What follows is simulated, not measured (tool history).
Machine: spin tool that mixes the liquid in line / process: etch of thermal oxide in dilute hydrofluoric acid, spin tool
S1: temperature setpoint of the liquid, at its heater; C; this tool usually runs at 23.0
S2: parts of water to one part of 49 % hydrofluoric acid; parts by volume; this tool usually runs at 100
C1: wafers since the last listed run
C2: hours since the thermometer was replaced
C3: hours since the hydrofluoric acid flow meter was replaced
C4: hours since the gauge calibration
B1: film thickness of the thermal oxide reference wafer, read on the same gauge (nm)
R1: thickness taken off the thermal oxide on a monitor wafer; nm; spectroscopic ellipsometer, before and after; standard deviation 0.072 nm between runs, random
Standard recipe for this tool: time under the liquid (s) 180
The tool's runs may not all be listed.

Run 1, day 0.000: usual settings but S1 25.5 C; C1 0; C2 890.3; C3 831.2; C4 1144.5; B1 69.97. Result: R1 9.84 nm.
Run 2, day 3.904: usual settings but S1 25.5 C; C1 550; C2 984.0; C3 924.9; C4 1238.2; B1 69.98. Result: R1 9.99 nm.
At day 6.346: hydrofluoric acid flow meter replaced.
Run 3, day 6.746: usual settings; C1 395; C2 1052.2; C3 9.6; C4 1306.4; B1 70.02. Result: R1 8.11 nm.
At day 13.375: thermometer replaced.
Run 4, day 18.608: usual settings; C1 1668; C2 125.6; C3 294.3; C4 1591.1; B1 70.01. Result: R1 8.35 nm.
Run 5, day 21.783: usual settings but time under the liquid (s) 265; C1 448; C2 201.8; C3 370.5; C4 1667.3; B1 69.99. Result: R1 12.14 nm.
Run 6, day 24.800: usual settings but time under the liquid (s) 265; C1 425; C2 274.2; C3 442.9; C4 1739.7; B1 69.99. Result: R1 12.40 nm.
Run 7, day 28.817: usual settings but time under the liquid (s) 265; C1 566; C2 370.6; C3 539.3; C4 1836.1; B1 70.00. Result: R1 12.43 nm.
Run 8, day 31.079: usual settings; C1 319; C2 424.9; C3 593.6; C4 1890.4; B1 69.97. Result: R1 8.49 nm.
Run 9, day 34.583: usual settings; C1 494; C2 509.0; C3 677.7; C4 1974.5; B1 69.99. Result: R1 8.64 nm.
Run 10, day 38.888: usual settings; C1 607; C2 612.3; C3 781.0; C4 2077.8; B1 70.01. Result: R1 8.63 nm.
Run 11, day 41.279: usual settings but S1 26.0 C; C1 337; C2 669.7; C3 838.4; C4 2135.2; B1 69.97. Result: R1 9.72 nm.
At day 41.988: gauge calibrated.
Run 12, day 44.583: usual settings but S1 20.5 C, time under the liquid (s) 220; C1 466; C2 749.0; C3 917.7; C4 62.3; B1 70.02. Result: R1 9.75 nm.
At day 49.200: hydrofluoric acid flow meter replaced.
Run 13, day 49.617: usual settings but S2 125 parts by volume, time under the liquid (s) 265; C1 704; C2 869.8; C3 10.0; C4 183.1; B1 70.02. Result: R1 9.16 nm.
Run 14, day 51.342: usual settings but S1 19.5 C, S2 65 parts by volume; C1 243; C2 911.2; C3 51.4; C4 224.5; B1 70.00. Result: R1 11.25 nm.
Run 15, day 54.350: usual settings but S1 26.5 C, S2 135 parts by volume; C1 424; C2 983.4; C3 123.6; C4 296.7; B1 69.98. Result: R1 6.55 nm.
Run 16, day 56.792: usual settings; C1 344; C2 1042.0; C3 182.2; C4 355.3; B1 70.01. Result: R1 8.29 nm.
Run 17, day 59.392: usual settings but S1 21.5 C, S2 120 parts by volume, time under the liquid (s) 110; C1 366; C2 1104.4; C3 244.6; C4 417.7; B1 69.99. Result: R1 3.83 nm.
Run 18, day 60.929: usual settings but S1 20.5 C, S2 65 parts by volume, time under the liquid (s) 220; C1 216; C2 1141.3; C3 281.5; C4 454.6; B1 70.00. Result: R1 14.69 nm.
Run 19, day 63.575: usual settings but S1 20.0 C, S2 140 parts by volume, time under the liquid (s) 230; C1 373; C2 1204.8; C3 345.0; C4 518.1; B1 70.01. Result: R1 6.49 nm.

What will run 20 give?
Run 20, day 65.846: usual settings but S1 21.5 C; C1 320; C2 1259.3; C3 399.5; C4 572.6; B1 ?. Result: R1 ?.

B1: 70.02
R1: 7.86 nm
With the hidden condition absent and the run-to-run variation left alone, this run would have shown R1 7.49 nm.
